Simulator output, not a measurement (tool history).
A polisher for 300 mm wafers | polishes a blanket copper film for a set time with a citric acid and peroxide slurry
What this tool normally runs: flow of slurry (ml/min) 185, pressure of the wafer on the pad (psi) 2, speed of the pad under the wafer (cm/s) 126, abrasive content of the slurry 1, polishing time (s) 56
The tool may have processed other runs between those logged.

| run | hour | flow of slurry (ml/min) | pressure of the wafer on the pad (psi) | speed of the pad under the wafer (cm/s) | abrasive content of the slurry | polishing time (s) | incoming thickness of the incoming film, nm | film removed (nm) |
|---|---|---|---|---|---|---|---|---|
| 1 | 0 | 185 | 2 | 126 | 1 | 66 | 1231.8 | 121.6 |
| 2 | 62.5 | 185 | 2 | 126 | 0.8 | 56 | 1214.1 | 98.8 |
| 3 | 126.7 | 185 | 2 | 126 | 0.8 | 56 | 1230.6 | 97.2 |
|  | 174.8 | worn pad replaced by a new one |
| 4 | 193.6 | 155 | 2 | 126 | 1 | 56 | 1229.2 | 98.4 |
| 5 | 246.6 | 155 | 2 | 126 | 1 | 56 | 1222.5 | 97.5 |
|  | 305.7 | head pressure recalibrated |
|  | 429 | worn pad replaced by a new one |
|  | 439.8 | slurry blender recalibrated |
| 6 | 451.1 | 185 | 2 | 126 | 1.2 | 56 | 1215.8 | 99.7 |
|  | 478 | slurry nozzle cleaned |
| 7 | 504.2 | 185 | 2 | 126 | 1.2 | 56 | 1237.9 | 106.1 |
| 8 | 574.8 | 185 | 2 | 126 | 1.2 | 56 | 1249.2 | 105.9 |
| 9 | 618.9 | 185 | 1.8 | 126 | 1 | 56 | 1237.6 | 95.9 |
| 10 | 646.9 | 235 | 2 | 126 | 0.85 | 56 | 1215.8 | 102.9 |
|  | 686.5 | worn pad replaced by a new one |
| 11 | 687.8 | 185 | 1.4 | 166 | 1 | 56 | 1216 | 106.1 |
| 12 | 844.7 | 130 | 1.8 | 126 | 1.25 | 73 | 1216.6 | 118.8 |
| 13 | 886.7 | 185 | 2 | 126 | 1 | 56 | 1211.8 | 100.5 |
|  | 936.9 | slurry blender recalibrated |
| 14 | 937.4 | 160 | 2.2 | 150 | 0.75 | 56 | 1244.2 | 119.8 |
|  | 947.5 | head pressure recalibrated |
|  | 1006.5 | worn pad replaced by a new one |
|  | 1105 | slurry nozzle cleaned |
| 15 | 1141.7 | 185 | 2.5 | 110 | 1 | 56 | 1235.8 | 107 |
| 16 | 1197.7 | 160 | 2 | 148 | 1 | 56 | 1238 | 115 |
| 17 | 1242.6 | 155 | 2.5 | 126 | 1 | 56 | 1232.1 | 119.2 |
|  | 1309.6 | worn pad replaced by a new one |
|  | 1374.1 | slurry blender recalibrated |
| 18 | 1425.9 | 185 | 2 | 126 | 1 | 56 | 1239.4 | 101.8 |

The tool's hidden state at each run:
removal rate lost through wear of the pad, %: 0 on each run
deviation of the head's pressure from its setpoint, %: 0 on each run
abrasive missing from the slurry, %: 0 on each run
H1: slurry flow missing at the pad, %
| run | H1 |
|---|---|
| 1 | 5.91 |
| 2 | 7.76 |
| 3 | 10.1 |
| 4 | 13.1 |
| 5 | 15.8 |
| 6 | 29.2 |
| 7 | 2.57 |
| 8 | 3.06 |
| 9 | 3.65 |
| 10 | 4.14 |
| 11 | 5.02 |
| 12 | 10.2 |
| 13 | 12 |
| 14 | 14.5 |
| 15 | 2.34 |
| 16 | 2.75 |
| 17 | 3.33 |
| 18 | 8.1 |
